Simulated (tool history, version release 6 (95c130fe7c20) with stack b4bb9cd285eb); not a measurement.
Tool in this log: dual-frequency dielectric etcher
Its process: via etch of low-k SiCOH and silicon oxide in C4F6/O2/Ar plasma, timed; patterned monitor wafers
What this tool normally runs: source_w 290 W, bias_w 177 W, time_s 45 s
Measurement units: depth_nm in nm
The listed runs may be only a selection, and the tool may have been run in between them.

run	hour	source_w	bias_w	time_s	wafers since the last listed run	hours since the last wet clean	hours since the last source power generator calibration	hours since the last bias power generator calibration	hours since the last upper electrode change	hours since the gauge calibration	read-back reference wafer on the same gauge, depth_nm	depth_nm
1	0	290	177	45	0	144.8	1406.4	827.7	1766.2	160.7	95	102.7
2	76.1	290	177	45	695	220.9	1482.5	903.8	1842.3	236.8	95	102.8
3	169.5	230	177	45	854	314.3	1575.9	997.2	1935.7	330.2	95	93.5
4	231	290	177	40.5	562	375.8	1637.4	1058.7	1997.2	391.7	95	92.5
5	301	290	177	40.5	640	445.8	1707.4	1128.7	2067.2	461.7	95	92.5
6	380	290	177	45	722	524.8	1786.4	1207.7	2146.2	540.7	95	103
7	430.3	330	146	45	459	575.1	1836.7	1258	2196.5	591	95	103.2
# hour 459.4: wet clean of the chamber
# hour 460.2: upper electrode replaced
8	532.5	330	146	45	707	73.1	1938.9	1360.2	72.3	693.2	95	103.2
# hour 579.5: gauge calibrated
9	592.1	230	177	45	544	132.7	1998.5	1419.8	131.9	12.6	95	93.5
10	642.8	290	210	45	463	183.4	2049.2	1470.5	182.6	63.3	95	108.3
# hour 696.1: bias power generator calibrated
11	696.6	290	137	38.5	455	237.2	2103	0.5	236.4	117.1	95	83.8
12	757.7	330	149	36.5	558	298.3	2164.1	61.6	297.5	178.2	95	85.4
# hour 824.2: source power generator calibrated
13	834.7	360	155	45	667	375.3	10.5	138.6	374.5	255.2	95	107.6
14	888.9	340	177	45	495	429.5	64.7	192.8	428.7	309.4	95	108.8
# hour 1006.4: wet clean of the chamber
15	1006.9	260	156	55.5	859	0.5	182.7	310.8	546.7	427.4	95	116.2
16	1034.5	290	177	45	252	28.1	210.3	338.4	574.3	455	95	101.8

Alternative continuations, all from the tool just after run 16; predict every row:
A	1034.9	290	156	45	3	28.5	210.7	338.8	574.7	455.4	?	?
B	1034.9	290	177	38.5	3	28.5	210.7	338.8	574.7	455.4	?	?
C	1034.9	260	177	45	3	28.5	210.7	338.8	574.7	455.4	?	?
D	1034.9	320	177	45	3	28.5	210.7	338.8	574.7	455.4	?	?

run	read-back reference wafer on the same gauge, depth_nm	depth_nm
A	95	98.3
B	95	87
C	95	97.3
D	95	105.9
Stripped of hidden state, with their random variation kept, the same runs would have yielded:
run	depth_nm
A	98.9
B	87.5
C	97.8
D	106.5
